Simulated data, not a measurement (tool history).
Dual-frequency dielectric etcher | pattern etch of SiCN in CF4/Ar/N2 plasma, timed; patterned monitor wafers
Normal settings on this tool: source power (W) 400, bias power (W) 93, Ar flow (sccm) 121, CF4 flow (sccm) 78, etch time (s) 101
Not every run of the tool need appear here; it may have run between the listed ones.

run   hour  source power (W)  bias power (W)  Ar flow (sccm)  CF4 flow (sccm)  etch time (s)  read-back reference wafer on the same gauge, depth_nm  mean etch depth across the wafer (nm)
  1      0               400              93             121               78            101                                                   80.6                                   81.8
  2   40.6               400              93             121               78            115                                                   80.6                                   93.3
  3   93.1               400              93             121               78            115                                                   80.6                                   93.6
  4  139.1               400              93             121               74            101                                                   80.6                                   85.1
  5  206.3               400             104             121               78            101                                                   80.6                                   86.8
  6  245.3               400             104             121               78            101                                                   80.6                                   87.4
  7  314.6               400              93             121               78            115                                                   80.6                                   95.3
  8  373.4               330              93             138               78            101                                                   80.6                                   68.5
  9  444.8               400              93             121               78            101                                                   80.6                                   83.8
 10  469.9               400              93             121               78            101                                                   80.6                                   84.4
 11  548.1               300              93             121               78            101                                                   80.6                                   65.1
 12  569.5               400             101             121               96             93                                                   80.6                                   81.9
 13  601.7               400              99             121               78             82                                                   80.5                                   70.3
 14  631.9               490              93             106               95             82                                                   80.6                                   85.9
 15  679.8               340             109             121               78            101                                                   80.6                                   78.1
 16  726.8               400              93             121               78           71.5                                                   80.6                                   58.4
 17    814               310              73             121               61            101                                                   80.6                                   57.8
 18  854.2               400              83             121               78            101                                                   80.6                                   78.9
 19  893.7               310              93             121               78            101                                                   80.6                                   65.8
 20  933.8               400              93             121               78            115                                                   80.6                                   94.3
 21  986.4               480              81             130               78            101                                                   80.6                                   91.3

Missing from the log above: 7 entries noted between runs. For each, name the pair of listed runs it sits between and say how the tool's hidden condition differs from the listed run just before to the listed run just after:
Between runs 1 and 2: bias power generator calibrated (hour 37.6)
  etch rate over this chamber's usual, %: 2.15 -> 2.37; source power that arrives over what is set, %: -4.3 -> -4.31
  what was measured, less what the result would be without the hidden state, mean etch depth across the wafer (nm): -1.5 -> -1.6
Between runs 3 and 4: source power generator calibrated (hour 99.8)
  etch rate over this chamber's usual, %: 2.65 -> 2.9; source power that arrives over what is set, %: -4.31 -> -0.0564
  what was measured, less what the result would be without the hidden state, mean etch depth across the wafer (nm): -1.3 -> +2.4
Between runs 4 and 5: wet clean of the chamber (hour 205.8)
  etch rate over this chamber's usual, %: 2.9 -> 0.428; source power that arrives over what is set, %: -0.0564 -> -0.253
  what was measured, less what the result would be without the hidden state, mean etch depth across the wafer (nm): +2.4 -> +0.1
Between runs 5 and 6: gauge calibrated (hour 242.1)
  etch rate over this chamber's usual, %: 0.428 -> 0.637; source power that arrives over what is set, %: -0.253 -> -0.363
  what was measured, less what the result would be without the hidden state, mean etch depth across the wafer (nm): +0.1 -> +0.2
Between runs 10 and 11: Ar flow controller replaced (hour 527.8); upper electrode replaced (hour 547.6)
  etch rate over this chamber's usual, %: 1.84 -> 2.26; source power that arrives over what is set, %: -0.932 -> -1.11
  what was measured, less what the result would be without the hidden state, mean etch depth across the wafer (nm): +0.8 -> +0.8
Between runs 15 and 16: wet clean of the chamber (hour 721.6)
  etch rate over this chamber's usual, %: 2.96 -> 0.412; source power that arrives over what is set, %: -1.38 -> -1.47
  what was measured, less what the result would be without the hidden state, mean etch depth across the wafer (nm): +1.3 -> -0.6
